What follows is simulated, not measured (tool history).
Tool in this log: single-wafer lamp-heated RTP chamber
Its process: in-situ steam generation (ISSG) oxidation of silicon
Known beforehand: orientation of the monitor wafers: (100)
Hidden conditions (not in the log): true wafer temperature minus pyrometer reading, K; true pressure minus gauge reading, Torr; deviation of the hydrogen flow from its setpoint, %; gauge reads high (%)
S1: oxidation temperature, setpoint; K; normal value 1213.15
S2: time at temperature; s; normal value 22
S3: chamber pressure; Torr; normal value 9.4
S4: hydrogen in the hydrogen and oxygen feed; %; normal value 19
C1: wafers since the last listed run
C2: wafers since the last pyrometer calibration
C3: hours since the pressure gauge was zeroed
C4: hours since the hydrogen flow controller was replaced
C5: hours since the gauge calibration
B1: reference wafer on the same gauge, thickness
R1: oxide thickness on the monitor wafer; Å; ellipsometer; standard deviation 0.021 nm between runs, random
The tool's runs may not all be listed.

{"run": 1, "day": 0.0, "S1": 1213.15, "S2": 22, "S3": 9.4, "S4": 12, "C1": 0, "C2": 6229, "C3": 3031.7, "C4": 7802.1, "C5": 2.3, "B1": 4.346, "R1": 42.9}
{"run": 2, "day": 0.258, "S1": 1213.15, "S2": 22, "S3": 9.4, "S4": 12, "C1": 59, "C2": 6288, "C3": 3037.9, "C4": 7808.3, "C5": 8.5, "B1": 4.359, "R1": 42.3}
{"run": 3, "day": 0.612, "S1": 1213.15, "S2": 22, "S3": 9.4, "S4": 19, "C1": 80, "C2": 6369, "C3": 3046.4, "C4": 7816.8, "C5": 17, "B1": 4.359, "R1": 47.15}
{"run": 4, "day": 0.888, "S1": 1213.15, "S2": 22, "S3": 9.4, "S4": 19, "C1": 62, "C2": 6432, "C3": 3053, "C4": 7823.4, "C5": 23.6, "B1": 4.358, "R1": 46.6}
{"day": 1.421, "done": "pyrometer window cleaned and pyrometer calibrated"}
{"run": 5, "day": 1.475, "S1": 1213.15, "S2": 22, "S3": 8.2, "S4": 19, "C1": 58, "C2": 12, "C3": 3067.1, "C4": 7837.5, "C5": 37.7, "B1": 4.368, "R1": 47.92}
{"run": 6, "day": 1.771, "S1": 1213.15, "S2": 22, "S3": 9.4, "S4": 19, "C1": 67, "C2": 80, "C3": 3074.2, "C4": 7844.6, "C5": 44.8, "B1": 4.361, "R1": 47.24}
{"run": 7, "day": 2.104, "S1": 1213.15, "S2": 22, "S3": 9.4, "S4": 19, "C1": 76, "C2": 156, "C3": 3082.2, "C4": 7852.6, "C5": 52.8, "B1": 4.364, "R1": 47.85}
{"run": 8, "day": 2.538, "S1": 1213.15, "S2": 22, "S3": 9.4, "S4": 19, "C1": 99, "C2": 255, "C3": 3092.6, "C4": 7863, "C5": 63.2, "B1": 4.353, "R1": 47.1}
{"run": 9, "day": 2.958, "S1": 1213.15, "S2": 22, "S3": 9.4, "S4": 19, "C1": 96, "C2": 351, "C3": 3102.7, "C4": 7873.1, "C5": 73.3, "B1": 4.369, "R1": 47.31}
{"day": 3.804, "done": "hydrogen flow controller replaced"}
{"run": 10, "day": 3.825, "S1": 1213.15, "S2": 22, "S3": 9.4, "S4": 19, "C1": 121, "C2": 473, "C3": 3123.5, "C4": 0.5, "C5": 94.1, "B1": 4.352, "R1": 47.57}
{"run": 11, "day": 4.154, "S1": 1213.15, "S2": 22, "S3": 9.4, "S4": 19, "C1": 75, "C2": 548, "C3": 3131.4, "C4": 8.4, "C5": 102, "B1": 4.362, "R1": 47.5}
{"day": 5.596, "done": "pyrometer window cleaned and pyrometer calibrated, repeated, since the last time left the tool worse"}
{"run": 12, "day": 6.204, "S1": 1222.15, "S2": 22, "S3": 9.4, "S4": 12, "C1": 392, "C2": 138, "C3": 3180.6, "C4": 57.6, "C5": 151.2, "B1": 4.363, "R1": 43.08}
{"run": 13, "day": 6.529, "S1": 1213.15, "S2": 26, "S3": 9.4, "S4": 23, "C1": 74, "C2": 213, "C3": 3188.4, "C4": 65.4, "C5": 159, "B1": 4.353, "R1": 51.4}
{"day": 7.333, "done": "pressure gauge zeroed"}
{"run": 14, "day": 7.354, "S1": 1213.15, "S2": 22, "S3": 9.4, "S4": 19, "C1": 112, "C2": 325, "C3": 0.5, "C4": 85.2, "C5": 178.8, "B1": 4.361, "R1": 45.9}
{"run": 15, "day": 7.442, "S1": 1213.15, "S2": 28, "S3": 9.4, "S4": 13, "C1": 19, "C2": 345, "C3": 2.6, "C4": 87.3, "C5": 180.9, "B1": 4.356, "R1": 47.12}
{"run": 16, "day": 7.975, "S1": 1196.15, "S2": 16, "S3": 7.9, "S4": 15, "C1": 121, "C2": 467, "C3": 15.4, "C4": 100.1, "C5": 193.7, "B1": 4.356, "R1": 37.26}
{"run": 17, "day": 8.6, "S1": 1213.15, "S2": 22, "S3": 9.4, "S4": 19, "C1": 142, "C2": 610, "C3": 30.4, "C4": 115.1, "C5": 208.7, "B1": 4.361, "R1": 46.03}
{"run": 18, "day": 9.8, "S1": 1213.15, "S2": 14, "S3": 10, "S4": 19, "C1": 274, "C2": 884, "C3": 59.2, "C4": 143.9, "C5": 237.5, "B1": 4.371, "R1": 38.23}
{"run": 19, "day": 10.342, "S1": 1198.15, "S2": 17, "S3": 9.4, "S4": 13, "C1": 123, "C2": 1008, "C3": 72.2, "C4": 156.9, "C5": 250.5, "B1": 4.365, "R1": 36.96}
{"run": 20, "day": 10.712, "S1": 1196.15, "S2": 16, "S3": 7.9, "S4": 15, "C1": 84, "C2": 1093, "C3": 81.1, "C4": 165.8, "C5": 259.4, "B1": 4.361, "R1": 37.39}
{"run": 21, "day": 11.217, "S1": 1219.15, "S2": 22, "S3": 9.4, "S4": 19, "C1": 115, "C2": 1208, "C3": 93.2, "C4": 177.9, "C5": 271.5, "B1": 4.359, "R1": 46.93}
{"run": 22, "day": 11.575, "S1": 1223.15, "S2": 19, "S3": 8.1, "S4": 28, "C1": 81, "C2": 1290, "C3": 101.8, "C4": 186.5, "C5": 280.1, "B1": 4.355, "R1": 49.35}
{"run": 23, "day": 12.004, "S1": 1225.15, "S2": 22, "S3": 10.2, "S4": 26, "C1": 98, "C2": 1388, "C3": 112.1, "C4": 196.8, "C5": 290.4, "B1": 4.356, "R1": 50.5}
{"run": 24, "day": 12.317, "S1": 1193.15, "S2": 22, "S3": 9.4, "S4": 19, "C1": 71, "C2": 1459, "C3": 119.6, "C4": 204.3, "C5": 297.9, "B1": 4.36, "R1": 43.82}
{"run": 25, "day": 12.608, "S1": 1213.15, "S2": 22, "S3": 9.4, "S4": 11, "C1": 66, "C2": 1526, "C3": 126.6, "C4": 211.3, "C5": 304.9, "B1": 4.363, "R1": 41.42}
{"run": 26, "day": 13.138, "S1": 1196.15, "S2": 16, "S3": 7.9, "S4": 15, "C1": 120, "C2": 1647, "C3": 139.3, "C4": 224, "C5": 317.6, "B1": 4.362, "R1": 37.45}
{"run": 27, "day": 13.662, "S1": 1213.15, "S2": 16, "S3": 9.8, "S4": 26, "C1": 119, "C2": 1767, "C3": 151.9, "C4": 236.6, "C5": 330.2, "B1": 4.357, "R1": 43.53}
{"day": 13.9, "done": "gauge calibrated"}
{"run": 28, "day": 14.242, "S1": 1213.15, "S2": 22, "S3": 10.2, "S4": 27, "C1": 132, "C2": 1899, "C3": 165.8, "C4": 250.5, "C5": 8.2, "B1": 4.354, "R1": 48.58}
{"run": 29, "day": 14.692, "S1": 1213.15, "S2": 22, "S3": 9.4, "S4": 19, "C1": 102, "C2": 2002, "C3": 176.6, "C4": 261.3, "C5": 19, "B1": 4.36, "R1": 46.15}
{"run": 30, "day": 14.962, "S1": 1213.15, "S2": 22, "S3": 9.4, "S4": 19, "C1": 61, "C2": 2064, "C3": 183.1, "C4": 267.8, "C5": 25.5, "B1": 4.366, "R1": 46.28}
{"run": 31, "day": 15.271, "S1": 1213.15, "S2": 22, "S3": 9.4, "S4": 19, "C1": 70, "C2": 2134, "C3": 190.5, "C4": 275.2, "C5": 32.9, "B1": 4.354, "R1": 46.19}
{"run": 32, "day": 15.571, "S1": 1195.15, "S2": 19, "S3": 8.4, "S4": 23, "C1": 68, "C2": 2203, "C3": 197.7, "C4": 282.4, "C5": 40.1, "B1": 4.358, "R1": 43.92}

What if the next run were any one of these 3? Each begins from the tool's condition after run 32:
{"run": "A", "day": 15.588, "S1": 1213.15, "S2": 22, "S3": 9.4, "S4": 19, "C1": 3, "C2": 2207, "C3": 198.1, "C4": 282.8, "C5": 40.5, "B1": "?", "R1": "?"}
{"run": "B", "day": 15.588, "S1": 1225.15, "S2": 30, "S3": 8.2, "S4": 19, "C1": 3, "C2": 2207, "C3": 198.1, "C4": 282.8, "C5": 40.5, "B1": "?", "R1": "?"}
{"run": "C", "day": 15.588, "S1": 1213.15, "S2": 31, "S3": 9.4, "S4": 19, "C1": 3, "C2": 2207, "C3": 198.1, "C4": 282.8, "C5": 40.5, "B1": "?", "R1": "?"}

run=A B1=4.355 R1=46.41
run=B B1=4.355 R1=55.79
run=C B1=4.355 R1=53.83
What these runs would have given with no unlogged condition in the tool:
run=A R1=45.95
run=B R1=55.14
run=C R1=53.24
